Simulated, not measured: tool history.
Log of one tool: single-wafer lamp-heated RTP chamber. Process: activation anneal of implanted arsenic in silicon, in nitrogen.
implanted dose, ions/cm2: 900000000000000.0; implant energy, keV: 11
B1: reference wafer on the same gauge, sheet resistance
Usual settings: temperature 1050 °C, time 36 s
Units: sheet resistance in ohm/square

{"run": 1, "hour": 0.0, "temperature": 1050, "time": 36, "B1": 108.98, "sheet resistance": 113.07}
{"hour": 55.3, "done": "reflector plate cleaned"}
{"hour": 104.4, "done": "pyrometer window cleaned and pyrometer calibrated"}
{"run": 2, "hour": 192.1, "temperature": 1050, "time": 36, "B1": 109.06, "sheet resistance": 115.5}
{"run": 3, "hour": 270.6, "temperature": 1050, "time": 36, "B1": 109.03, "sheet resistance": 115.32}
{"run": 4, "hour": 342.3, "temperature": 1050, "time": 36, "B1": 109.01, "sheet resistance": 115.27}
{"run": 5, "hour": 401.5, "temperature": 1050, "time": 36, "B1": 108.99, "sheet resistance": 114.84}
{"hour": 577.3, "done": "pyrometer window cleaned and pyrometer calibrated"}
{"hour": 577.4, "done": "gauge calibrated"}
{"run": 6, "hour": 577.8, "temperature": 1050, "time": 36, "B1": 108.99, "sheet resistance": 115.34}
{"run": 7, "hour": 681.3, "temperature": 1050, "time": 36, "B1": 109.01, "sheet resistance": 115.2}
{"run": 8, "hour": 777.7, "temperature": 1050, "time": 36, "B1": 109.02, "sheet resistance": 114.72}
{"hour": 850.3, "done": "reflector plate cleaned"}
{"run": 9, "hour": 854.6, "temperature": 1050, "time": 36, "B1": 109.06, "sheet resistance": 115.34}
{"run": 10, "hour": 944.9, "temperature": 1061, "time": 36, "B1": 109.02, "sheet resistance": 111.74}
{"run": 11, "hour": 1033.9, "temperature": 1074, "time": 44, "B1": 108.96, "sheet resistance": 106.26}

The next listed run, before its measurement:
{"hour": 1087.4, "done": "pyrometer window cleaned and pyrometer calibrated"}
{"run": 12, "hour": 1087.9, "temperature": 1079, "time": 50, "B1": "?", "sheet resistance": "?"}

{"run 12": {"B1": 108.88, "sheet resistance": 105.88}}
Without the tool's hidden state the same run would have given sheet resistance 106.08 ohm/square.

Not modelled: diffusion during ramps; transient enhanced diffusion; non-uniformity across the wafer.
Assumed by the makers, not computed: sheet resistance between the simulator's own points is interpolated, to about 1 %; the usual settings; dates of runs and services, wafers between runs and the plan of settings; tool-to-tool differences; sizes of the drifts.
